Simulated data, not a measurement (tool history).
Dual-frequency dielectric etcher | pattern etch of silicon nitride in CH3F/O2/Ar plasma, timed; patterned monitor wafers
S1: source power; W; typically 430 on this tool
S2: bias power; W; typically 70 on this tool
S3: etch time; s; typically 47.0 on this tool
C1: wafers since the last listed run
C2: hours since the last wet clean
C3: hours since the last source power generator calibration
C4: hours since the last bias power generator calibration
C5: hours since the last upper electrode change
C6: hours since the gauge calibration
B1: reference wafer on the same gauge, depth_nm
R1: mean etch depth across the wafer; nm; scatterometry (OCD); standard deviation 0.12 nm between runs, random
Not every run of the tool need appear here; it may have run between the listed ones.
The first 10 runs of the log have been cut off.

Run 11, day 18.629: usual settings but S1 330 W, S2 59 W; C1 625; C2 339.8; C3 1560.3; C4 3823.6; C5 1143.6; C6 2705.5; B1 30.13. Result: R1 28.72 nm.
Run 12, day 21.371: usual settings but S3 51.0 s; C1 706; C2 405.6; C3 1626.1; C4 3889.4; C5 1209.4; C6 2771.3; B1 30.07. Result: R1 38.14 nm.
Run 13, day 23.058: usual settings but S1 360 W, S3 60.0 s; C1 434; C2 446.1; C3 1666.6; C4 3929.9; C5 1249.9; C6 2811.8; B1 30.11. Result: R1 40.76 nm.
Run 14, day 24.371: usual settings but S3 43.0 s; C1 338; C2 477.6; C3 1698.1; C4 3961.4; C5 1281.4; C6 2843.3; B1 30.09. Result: R1 32.49 nm.
At day 28.292: gauge calibrated.
At day 30.771: wet clean of the chamber.
At day 30.854: bias power generator calibrated.
Run 15, day 31.038: usual settings but S1 540 W, S2 58 W, S3 61.0 s; C1 1439; C2 6.4; C3 1858.1; C4 4.4; C5 1441.4; C6 65.9; B1 30.06. Result: R1 47.69 nm.
Run 16, day 33.688: usual settings but S3 54.0 s; C1 683; C2 70.0; C3 1921.7; C4 68.0; C5 1505.0; C6 129.5; B1 30.10. Result: R1 40.14 nm.
Run 17, day 40.838: usual settings but S1 360 W, S3 36.5 s; C1 1842; C2 241.6; C3 2093.3; C4 239.6; C5 1676.6; C6 301.1; B1 30.11. Result: R1 24.76 nm.
Run 18, day 42.600: usual settings but S1 460 W, S3 35.0 s; C1 454; C2 283.9; C3 2135.6; C4 281.9; C5 1718.9; C6 343.4; B1 30.06. Result: R1 27.09 nm.

Run 19 has not been measured yet. What should we expect?
Run 19, day 45.054: usual settings; C1 632; C2 342.8; C3 2194.5; C4 340.8; C5 1777.8; C6 402.3; B1 ?. Result: R1 ?.

B1: 30.12
R1: 35.41 nm
With no hidden state in the tool, this same run would have given R1 34.64 nm.

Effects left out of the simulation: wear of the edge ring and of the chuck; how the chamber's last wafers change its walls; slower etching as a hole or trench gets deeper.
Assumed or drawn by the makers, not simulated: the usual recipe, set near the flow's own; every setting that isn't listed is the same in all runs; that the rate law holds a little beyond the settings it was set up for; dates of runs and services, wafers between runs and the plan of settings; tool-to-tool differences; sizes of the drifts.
